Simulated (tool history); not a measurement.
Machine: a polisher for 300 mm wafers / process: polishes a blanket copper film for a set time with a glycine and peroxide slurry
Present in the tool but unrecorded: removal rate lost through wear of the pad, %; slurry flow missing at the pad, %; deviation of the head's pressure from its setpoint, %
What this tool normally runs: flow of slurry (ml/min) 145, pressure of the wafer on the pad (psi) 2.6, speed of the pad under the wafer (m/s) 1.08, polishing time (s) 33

run   hour  flow of slurry (ml/min)  pressure of the wafer on the pad (psi)  speed of the pad under the wafer (m/s)  polishing time (s)  wafers since the last listed run  wafers polished on this pad  hours since the slurry nozzle was cleaned  hours since the head pressure was calibrated  incoming thickness of the incoming film, nm  film removed (nm)
  1    0.0                      145                                     2.6                                    1.08                  25                                 0                          919                                      350.1                                         780.8                                       2123.5              145.0
  2   23.4                      145                                     2.6                                    1.08                  33                               278                         1197                                      373.5                                         804.2                                       2170.8              189.3
      43.3  -- worn pad replaced by a new one
  3  103.5                      145                                     2.6                                    1.08                  33                               905                          716                                      453.6                                         884.3                                       2140.8              189.6
  4  135.6                      145                                     2.6                                    1.08                  33                               382                         1098                                      485.7                                         916.4                                       2182.2              193.6
     151.3  -- worn pad replaced by a new one
  5  164.4                      145                                     2.0                                    1.08                  33                               295                          156                                      514.5                                         945.2                                       2169.8              153.9
     194.3  -- head pressure recalibrated
  6  199.5                      145                                     2.0                                    1.08                  33                               393                          550                                      549.6                                           5.2                                       2131.9              149.8
  7  232.9                      145                                     2.6                                    1.08                  28                               397                          947                                      583.0                                          38.6                                       2122.3              156.6
  8  251.1                      145                                     2.6                                    1.08                  28                               216                         1164                                      601.2                                          56.8                                       2114.8              157.3
     287.0  -- worn pad replaced by a new one
  9  356.7                      145                                     2.6                                    1.08                  28                              1209                          829                                      706.8                                         162.4                                       2173.1              154.4
 10  392.5                      145                                     2.6                                    0.90                  33                               426                         1255                                      742.6                                         198.2                                       2154.7              155.7
     398.9  -- worn pad replaced by a new one
 11  411.6                      100                                     2.2                                    1.44                  37                               179                          151                                      761.7                                         217.3                                       2154.3              212.9
 12  439.3                      145                                     3.2                                    1.38                  33                               329                          481                                      789.4                                         245.0                                       2135.0              267.5
 13  453.6                      145                                     2.6                                    1.08                  33                               170                          651                                      803.7                                         259.3                                       2131.4              183.2
     461.7  -- slurry nozzle cleaned
 14  466.6                      125                                     2.6                                    1.08                  33                               142                          794                                        4.9                                         272.3                                       2134.4              191.2
 15  499.3                      145                                     1.8                                    1.08                  33                               389                         1183                                       37.6                                         305.0                                       2117.1              145.8
 16  516.9                      145                                     2.6                                    1.08                  39                               209                         1393                                       55.2                                         322.6                                       2137.9              239.2
     529.8  -- worn pad replaced by a new one
 17  544.3                      145                                     2.6                                    1.08                  33                               278                          172                                       82.6                                         350.0                                       2195.7              192.6
 18  559.9                      195                                     3.2                                    1.18                  37                               185                          357                                       98.2                                         365.6                                       2140.1              289.0
 19  585.9                      175                                     3.2                                    0.98                  40                               309                          667                                      124.2                                         391.6                                       2148.5              259.0

Each row is a separate what-if for the run after 19, all from the same tool condition, not one after another. Results?
  A  586.3                      145                                     3.4                                    1.08                  33                                 4                          672                                      124.6                                         392.0                                       2144.8                  ?
  B  586.3                      145                                     2.6                                    0.78                  33                                 4                          672                                      124.6                                         392.0                                       2144.8                  ?
  C  586.3                      145                                     2.6                                    1.08                  38                                 4                          672                                      124.6                                         392.0                                       2144.8                  ?
  D  586.3                      145                                     2.6                                    0.94                  33                                 4                          672                                      124.6                                         392.0                                       2144.8                  ?

run  film removed (nm)
  A              242.9
  B              149.3
  C              223.1
  D              173.0
Take away the tool's hidden state, keep each run's random variation, and the runs would have read:
run  film removed (nm)
  A              247.6
  B              152.1
  C              227.3
  D              176.3
